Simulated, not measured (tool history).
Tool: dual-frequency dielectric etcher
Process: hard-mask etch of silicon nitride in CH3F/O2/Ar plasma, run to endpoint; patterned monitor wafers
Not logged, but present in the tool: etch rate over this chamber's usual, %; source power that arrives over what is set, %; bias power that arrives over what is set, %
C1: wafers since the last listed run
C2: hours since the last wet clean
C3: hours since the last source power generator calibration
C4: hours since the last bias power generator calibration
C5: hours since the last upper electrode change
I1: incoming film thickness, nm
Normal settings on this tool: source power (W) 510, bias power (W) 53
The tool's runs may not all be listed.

{"run": 1, "hour": 0.0, "source power (W)": 510, "bias power (W)": 53, "C1": 0, "C2": 183.5, "C3": 1923.9, "C4": 2461.9, "C5": 2518.2, "I1": 56, "endpoint time (s)": 89.5}
{"run": 2, "hour": 29.2, "source power (W)": 510, "bias power (W)": 53, "C1": 247, "C2": 212.7, "C3": 1953.1, "C4": 2491.1, "C5": 2547.4, "I1": 56.5, "endpoint time (s)": 88.9}
{"run": 3, "hour": 62.9, "source power (W)": 510, "bias power (W)": 53, "C1": 285, "C2": 246.4, "C3": 1986.8, "C4": 2524.8, "C5": 2581.1, "I1": 56.2, "endpoint time (s)": 89.4}
{"run": 4, "hour": 92.6, "source power (W)": 460, "bias power (W)": 53, "C1": 251, "C2": 276.1, "C3": 2016.5, "C4": 2554.5, "C5": 2610.8, "I1": 55.9, "endpoint time (s)": 89.8}
{"run": 5, "hour": 133.7, "source power (W)": 430, "bias power (W)": 62, "C1": 347, "C2": 317.2, "C3": 2057.6, "C4": 2595.6, "C5": 2651.9, "I1": 56.2, "endpoint time (s)": 88.8}
{"run": 6, "hour": 147.1, "source power (W)": 430, "bias power (W)": 62, "C1": 113, "C2": 330.6, "C3": 2071, "C4": 2609, "C5": 2665.3, "I1": 56.1, "endpoint time (s)": 88.3}
{"run": 7, "hour": 175.8, "source power (W)": 430, "bias power (W)": 62, "C1": 242, "C2": 359.3, "C3": 2099.7, "C4": 2637.7, "C5": 2694, "I1": 56.1, "endpoint time (s)": 87.3}
{"run": 8, "hour": 203.5, "source power (W)": 510, "bias power (W)": 53, "C1": 234, "C2": 387, "C3": 2127.4, "C4": 2665.4, "C5": 2721.7, "I1": 56.1, "endpoint time (s)": 89.3}
{"run": 9, "hour": 223.1, "source power (W)": 510, "bias power (W)": 61, "C1": 165, "C2": 406.6, "C3": 2147, "C4": 2685, "C5": 2741.3, "I1": 56.6, "endpoint time (s)": 85.3}
{"hour": 250.0, "done": "wet clean of the chamber"}
{"run": 10, "hour": 250.5, "source power (W)": 510, "bias power (W)": 61, "C1": 28, "C2": 0.5, "C3": 2174.4, "C4": 2712.4, "C5": 2768.7, "I1": 56.3, "endpoint time (s)": 85.7}
{"run": 11, "hour": 272.9, "source power (W)": 510, "bias power (W)": 61, "C1": 189, "C2": 22.9, "C3": 2196.8, "C4": 2734.8, "C5": 2791.1, "I1": 56.1, "endpoint time (s)": 85.2}
{"run": 12, "hour": 288.7, "source power (W)": 510, "bias power (W)": 44, "C1": 133, "C2": 38.7, "C3": 2212.6, "C4": 2750.6, "C5": 2806.9, "I1": 56.2, "endpoint time (s)": 93.3}
{"run": 13, "hour": 304.8, "source power (W)": 510, "bias power (W)": 53, "C1": 136, "C2": 54.8, "C3": 2228.7, "C4": 2766.7, "C5": 2823, "I1": 55.8, "endpoint time (s)": 87.6}
{"run": 14, "hour": 319.1, "source power (W)": 510, "bias power (W)": 53, "C1": 120, "C2": 69.1, "C3": 2243, "C4": 2781, "C5": 2837.3, "I1": 55.6, "endpoint time (s)": 88.7}
{"run": 15, "hour": 333.3, "source power (W)": 510, "bias power (W)": 45, "C1": 120, "C2": 83.3, "C3": 2257.2, "C4": 2795.2, "C5": 2851.5, "I1": 56.3, "endpoint time (s)": 93.4}
{"hour": 347.8, "done": "source power generator calibrated"}
{"run": 16, "hour": 368.5, "source power (W)": 460, "bias power (W)": 53, "C1": 263, "C2": 118.5, "C3": 20.7, "C4": 2830.4, "C5": 2886.7, "I1": 55.8, "endpoint time (s)": 89.7}
{"run": 17, "hour": 398.6, "source power (W)": 610, "bias power (W)": 53, "C1": 254, "C2": 148.6, "C3": 50.8, "C4": 2860.5, "C5": 2916.8, "I1": 56.3, "endpoint time (s)": 85.4}
{"hour": 418.9, "done": "bias power generator calibrated"}
{"run": 18, "hour": 425.1, "source power (W)": 610, "bias power (W)": 43, "C1": 190, "C2": 175.1, "C3": 77.3, "C4": 6.2, "C5": 2943.3, "I1": 56.3, "endpoint time (s)": 90.4}
{"run": 19, "hour": 442.7, "source power (W)": 600, "bias power (W)": 46, "C1": 148, "C2": 192.7, "C3": 94.9, "C4": 23.8, "C5": 2960.9, "I1": 55.8, "endpoint time (s)": 88.1}
{"hour": 483.7, "done": "upper electrode replaced"}
{"run": 20, "hour": 484.2, "source power (W)": 510, "bias power (W)": 65, "C1": 148, "C2": 234.2, "C3": 136.4, "C4": 65.3, "C5": 0.5, "I1": 56.3, "endpoint time (s)": 83.7}

What does the tool deliver on the next run?
{"run": 21, "hour": 500.8, "source power (W)": 510, "bias power (W)": 53, "C1": 140, "C2": 250.8, "C3": 153, "C4": 81.9, "C5": 17.1, "I1": 56, "endpoint time (s)": "?"}

endpoint time (s): 88.5
Take away the tool's hidden state, keep the run-to-run variation as it was, and the same run would have given endpoint time (s) 88.5.

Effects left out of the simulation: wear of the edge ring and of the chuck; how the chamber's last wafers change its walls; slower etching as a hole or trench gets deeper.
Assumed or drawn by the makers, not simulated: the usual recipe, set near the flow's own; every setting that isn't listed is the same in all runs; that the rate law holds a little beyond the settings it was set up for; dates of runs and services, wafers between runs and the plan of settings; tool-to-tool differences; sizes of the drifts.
